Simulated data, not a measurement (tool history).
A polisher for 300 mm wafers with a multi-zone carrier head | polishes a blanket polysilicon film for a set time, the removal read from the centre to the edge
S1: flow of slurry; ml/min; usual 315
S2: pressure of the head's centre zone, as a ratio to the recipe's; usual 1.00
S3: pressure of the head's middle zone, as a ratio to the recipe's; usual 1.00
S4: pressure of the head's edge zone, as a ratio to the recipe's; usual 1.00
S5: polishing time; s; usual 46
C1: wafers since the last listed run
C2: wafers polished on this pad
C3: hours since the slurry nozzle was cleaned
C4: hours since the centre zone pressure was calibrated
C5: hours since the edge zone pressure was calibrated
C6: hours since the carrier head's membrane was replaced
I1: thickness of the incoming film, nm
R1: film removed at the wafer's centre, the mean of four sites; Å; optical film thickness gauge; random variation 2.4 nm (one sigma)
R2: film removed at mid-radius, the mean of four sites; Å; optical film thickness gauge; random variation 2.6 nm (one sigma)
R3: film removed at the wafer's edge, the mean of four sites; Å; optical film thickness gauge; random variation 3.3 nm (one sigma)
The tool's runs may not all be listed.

run     day   S1    S2    S3    S4  S5   C1    C2     C3      C4     C5      C6      I1    R1    R2    R3
  1   0.000  315  1.00  1.00  1.00  46    0  1405   87.5  1239.6  525.0  1906.7  1377.0  2389  2417  2531
  2   1.458  255  1.00  1.00  1.00  46  335  1740  122.5  1274.6  560.0  1941.7  1385.6  2367  2319  2372
      1.908  -- worn pad replaced by a new one
  3   2.112  255  1.00  1.00  1.00  46  112    47  138.2  1290.3  575.7  1957.4  1362.1  2478  2499  2497
      2.746  -- carrier head's membrane replaced by a new one
  4   2.854  315  1.00  0.92  1.00  46  122   170  156.0  1308.1  593.5     2.6  1356.5  2485  2372  2530
  5   3.842  205  1.06  0.96  1.00  34  227   397  179.7  1331.8  617.2    26.3  1376.6  1896  1756  1831
      4.775  -- slurry nozzle cleaned
  6   4.888  315  1.00  1.00  1.03  46  231   628    2.7  1356.9  642.3    51.4  1365.7  2535  2479  2607
  7   5.829  315  1.00  1.00  1.00  46  216   845   25.3  1379.5  664.9    74.0  1372.7  2486  2468  2590
  8   6.475  365  1.00  1.00  1.00  46  148   994   40.8  1395.0  680.4    89.5  1344.4  2478  2569  2558
  9   7.012  315  1.00  1.00  1.00  54  123  1117   53.7  1407.9  693.3   102.4  1347.8  2893  2930  2946
 10   7.542  345  1.00  1.00  1.00  34  121  1239   66.4  1420.6  706.0   115.1  1362.5  1806  1837  1897
 11   8.200  315  1.04  1.00  1.00  37  151  1391   82.2  1436.4  721.8   130.9  1372.1  2015  1956  1993
 12   8.729  380  1.00  1.10  1.00  46  121  1513   94.9  1449.1  734.5   143.6  1365.4  2449  2704  2491
 13   9.512  315  1.00  1.00  1.00  46  180  1693  113.7  1467.9  753.3   162.4  1391.4  2363  2392  2444
     10.358  -- centre zone pressure recalibrated
 14  10.921  390  0.93  0.92  1.00  46  305  1998  147.5    13.5  787.1   196.2  1363.2  2186  2242  2458
     11.446  -- worn pad replaced by a new one
     11.862  -- edge zone pressure recalibrated
 15  12.629  315  1.03  1.00  1.00  46  335   252  188.5    54.5   18.4   237.2  1364.1  2542  2526  2607
 16  13.229  345  0.89  1.00  1.00  46  138   390  202.9    68.9   32.8   251.6  1366.2  2263  2532  2587
     13.829  -- slurry nozzle cleaned
 17  14.721  315  1.00  1.00  0.89  38  333   724   21.4   104.7   68.6   287.4  1352.9  2089  2064  2016
 18  15.229  315  1.00  1.00  1.00  46  117   841   33.6   116.9   80.8   299.6  1346.7  2517  2450  2550
 19  16.012  315  1.06  1.00  1.00  46  180  1021   52.4   135.7   99.6   318.4  1338.5  2633  2469  2561
 20  17.129  215  1.00  1.00  1.07  41  257  1279   79.2   162.5  126.4   345.2  1361.8  2138  2133  2239
 21  17.942  405  1.00  1.00  1.05  46  187  1466   98.7   182.0  145.9   364.7  1362.8  2510  2475  2579
     19.271  -- worn pad replaced by a new one
 22  19.950  315  1.00  1.00  0.89  46  423   156  146.9   230.2  194.1   412.9  1369.9  2480  2507  2496
 23  20.762  315  1.00  1.00  1.00  46  187   343  166.4   249.7  213.6   432.4  1347.3  2521  2566  2593

Measured less the same run without the tool's hidden state. The same run-to-run variation is in both; the gauge's scatter may not be:
The hidden state here: removal rate lost through wear of the pad, %; slurry flow missing at the pad, %; deviation of the centre zone's pressure from its setpoint, %; deviation of the edge zone's pressure from its setpoint, %.
run    R1    R2    R3
  1  -102  -104  -108
  2  -150  -148  -151
  3   -10   -10    -9
  4   -12   -11   -12
  5   -15   -13   -14
  6   -31   -31   -32
  7   -47   -46   -48
  8   -60   -61   -61
  9   -84   -85   -85
 10   -63   -64   -66
 11   -86   -84   -85
 12  -121  -134  -124
 13  -145  -148  -150
 14  -189  -195  -213
 15    -6    -6    -6
 16    -9   -10   -11
 17   -23   -23   -23
 18   -37   -36   -38
 19   -55   -52   -54
 20   -69   -69   -72
 21  -106  -105  -108
 22   -21   -22   -21
 23   -25   -26   -26
